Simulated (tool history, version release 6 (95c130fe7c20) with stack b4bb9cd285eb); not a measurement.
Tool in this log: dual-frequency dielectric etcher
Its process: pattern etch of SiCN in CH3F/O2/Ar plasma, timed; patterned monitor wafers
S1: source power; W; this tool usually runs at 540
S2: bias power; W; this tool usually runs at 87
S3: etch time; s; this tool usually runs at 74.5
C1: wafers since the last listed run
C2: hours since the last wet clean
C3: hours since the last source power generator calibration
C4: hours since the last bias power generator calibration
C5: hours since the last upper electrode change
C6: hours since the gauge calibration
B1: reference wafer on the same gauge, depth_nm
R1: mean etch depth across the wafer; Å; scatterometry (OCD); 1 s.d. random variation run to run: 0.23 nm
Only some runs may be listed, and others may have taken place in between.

run 1 day=0.000 | S1=540 S2=87 S3=74.5 | C1=0 C2=141.6 C3=3056.3 C4=2236.4 C5=5317.0 C6=1961.3 | B1=26.40 | R1=327.6
run 2 day=2.542 | S1=540 S2=87 S3=74.5 | C1=436 C2=202.6 C3=3117.3 C4=2297.4 C5=5378.0 C6=2022.3 | B1=26.40 | R1=324.0
run 3 day=6.171 | S1=540 S2=87 S3=74.5 | C1=622 C2=289.7 C3=3204.4 C4=2384.5 C5=5465.1 C6=2109.4 | B1=26.34 | R1=325.1
run 4 day=9.946 | S1=540 S2=87 S3=74.5 | C1=647 C2=380.3 C3=3295.0 C4=2475.1 C5=5555.7 C6=2200.0 | B1=26.37 | R1=326.9
run 5 day=14.158 | S1=540 S2=87 S3=74.5 | C1=722 C2=481.4 C3=3396.1 C4=2576.2 C5=5656.8 C6=2301.1 | B1=26.39 | R1=326.9
run 6 day=16.446 | S1=540 S2=87 S3=74.5 | C1=392 C2=536.3 C3=3451.0 C4=2631.1 C5=5711.7 C6=2356.0 | B1=26.40 | R1=325.4
run 7 day=20.221 | S1=540 S2=87 S3=80.0 | C1=647 C2=626.9 C3=3541.6 C4=2721.7 C5=5802.3 C6=2446.6 | B1=26.39 | R1=351.7
-- day=21.450 bias power generator calibrated
run 8 day=21.904 | S1=540 S2=87 S3=80.0 | C1=260 C2=667.3 C3=3582.0 C4=10.9 C5=5842.7 C6=2487.0 | B1=26.38 | R1=354.8
-- day=24.833 wet clean of the chamber
run 9 day=24.854 | S1=540 S2=87 S3=74.5 | C1=334 C2=0.5 C3=3652.8 C4=81.7 C5=5913.5 C6=2557.8 | B1=26.38 | R1=325.2
run 10 day=26.588 | S1=540 S2=87 S3=74.5 | C1=297 C2=42.1 C3=3694.4 C4=123.3 C5=5955.1 C6=2599.4 | B1=26.41 | R1=327.6
run 11 day=29.767 | S1=540 S2=87 S3=74.5 | C1=545 C2=118.4 C3=3770.7 C4=199.6 C5=6031.4 C6=2675.7 | B1=26.42 | R1=331.4
-- day=31.517 upper electrode replaced
run 12 day=31.621 | S1=540 S2=87 S3=60.0 | C1=146 C2=162.9 C3=3815.2 C4=244.1 C5=2.5 C6=2720.2 | B1=26.41 | R1=264.6
run 13 day=39.717 | S1=470 S2=66 S3=74.5 | C1=1389 C2=357.2 C3=4009.5 C4=438.4 C5=196.8 C6=2914.5 | B1=26.38 | R1=276.2
run 14 day=43.575 | S1=540 S2=70 S3=68.5 | C1=662 C2=449.8 C3=4102.1 C4=531.0 C5=289.4 C6=3007.1 | B1=26.46 | R1=281.2
run 15 day=48.988 | S1=540 S2=87 S3=74.5 | C1=928 C2=579.7 C3=4232.0 C4=660.9 C5=419.3 C6=3137.0 | B1=26.45 | R1=325.0
-- day=50.050 wet clean of the chamber
run 16 day=50.646 | S1=430 S2=87 S3=74.5 | C1=112 C2=14.3 C3=4271.8 C4=700.7 C5=459.1 C6=3176.8 | B1=26.39 | R1=287.5
-- day=50.962 gauge calibrated
-- day=52.612 source power generator calibrated
run 17 day=54.338 | S1=630 S2=76 S3=65.5 | C1=604 C2=102.9 C3=41.4 C4=789.3 C5=547.7 C6=81.0 | B1=26.41 | R1=299.0
run 18 day=57.633 | S1=540 S2=104 S3=86.0 | C1=565 C2=182.0 C3=120.5 C4=868.4 C5=626.8 C6=160.1 | B1=26.45 | R1=397.2
run 19 day=59.979 | S1=540 S2=98 S3=74.5 | C1=402 C2=238.3 C3=176.8 C4=924.7 C5=683.1 C6=216.4 | B1=26.36 | R1=337.3
run 20 day=62.600 | S1=650 S2=94 S3=65.5 | C1=449 C2=301.2 C3=239.7 C4=987.6 C5=746.0 C6=279.3 | B1=26.37 | R1=323.6
run 21 day=65.800 | S1=540 S2=87 S3=74.5 | C1=549 C2=378.0 C3=316.5 C4=1064.4 C5=822.8 C6=356.1 | B1=26.41 | R1=325.3
run 22 day=69.462 | S1=440 S2=80 S3=74.5 | C1=628 C2=465.9 C3=404.4 C4=1152.3 C5=910.7 C6=444.0 | B1=26.40 | R1=286.2
-- day=73.067 wet clean of the chamber
run 23 day=73.088 | S1=540 S2=87 S3=74.5 | C1=450 C2=0.5 C3=491.4 C4=1239.3 C5=997.7 C6=531.0 | B1=26.35 | R1=323.8
run 24 day=75.775 | S1=620 S2=78 S3=96.5 | C1=461 C2=65.0 C3=555.9 C4=1303.8 C5=1062.2 C6=595.5 | B1=26.47 | R1=443.3
run 25 day=77.417 | S1=540 S2=87 S3=74.5 | C1=281 C2=104.4 C3=595.3 C4=1343.2 C5=1101.6 C6=634.9 | B1=26.42 | R1=329.4
run 26 day=81.262 | S1=540 S2=87 S3=74.5 | C1=659 C2=196.7 C3=687.6 C4=1435.5 C5=1193.9 C6=727.2 | B1=26.41 | R1=326.3
run 27 day=84.071 | S1=540 S2=87 S3=74.5 | C1=481 C2=264.1 C3=755.0 C4=1502.9 C5=1261.3 C6=794.6 | B1=26.35 | R1=328.2
run 28 day=86.067 | S1=670 S2=94 S3=92.0 | C1=342 C2=312.0 C3=802.9 C4=1550.8 C5=1309.2 C6=842.5 | B1=26.43 | R1=461.0
run 29 day=88.017 | S1=660 S2=104 S3=62.0 | C1=334 C2=358.8 C3=849.7 C4=1597.6 C5=1356.0 C6=889.3 | B1=26.44 | R1=319.9
run 30 day=91.312 | S1=580 S2=65 S3=74.5 | C1=565 C2=437.9 C3=928.8 C4=1676.7 C5=1435.1 C6=968.4 | B1=26.38 | R1=313.7

Predict each of these 4 candidate next runs independently; none follows another, all start after run 30:
run A day=91.329 | S1=620 S2=87 S3=74.5 | C1=2 C2=438.3 C3=929.2 C4=1677.1 C5=1435.5 C6=968.8 | B1=? | R1=?
run B day=91.329 | S1=420 S2=76 S3=80.0 | C1=2 C2=438.3 C3=929.2 C4=1677.1 C5=1435.5 C6=968.8 | B1=? | R1=?
run C day=91.329 | S1=490 S2=87 S3=74.5 | C1=2 C2=438.3 C3=929.2 C4=1677.1 C5=1435.5 C6=968.8 | B1=? | R1=?
run D day=91.329 | S1=680 S2=93 S3=56.5 | C1=2 C2=438.3 C3=929.2 C4=1677.1 C5=1435.5 C6=968.8 | B1=? | R1=?

run=A B1=26.41 R1=350.2
run=B B1=26.41 R1=290.2
run=C B1=26.41 R1=308.7
run=D B1=26.41 R1=284.1
Stripped of hidden state, with their random variation kept, the same runs would have yielded:
run=A R1=350.2
run=B R1=290.2
run=C R1=308.7
run=D R1=284.1
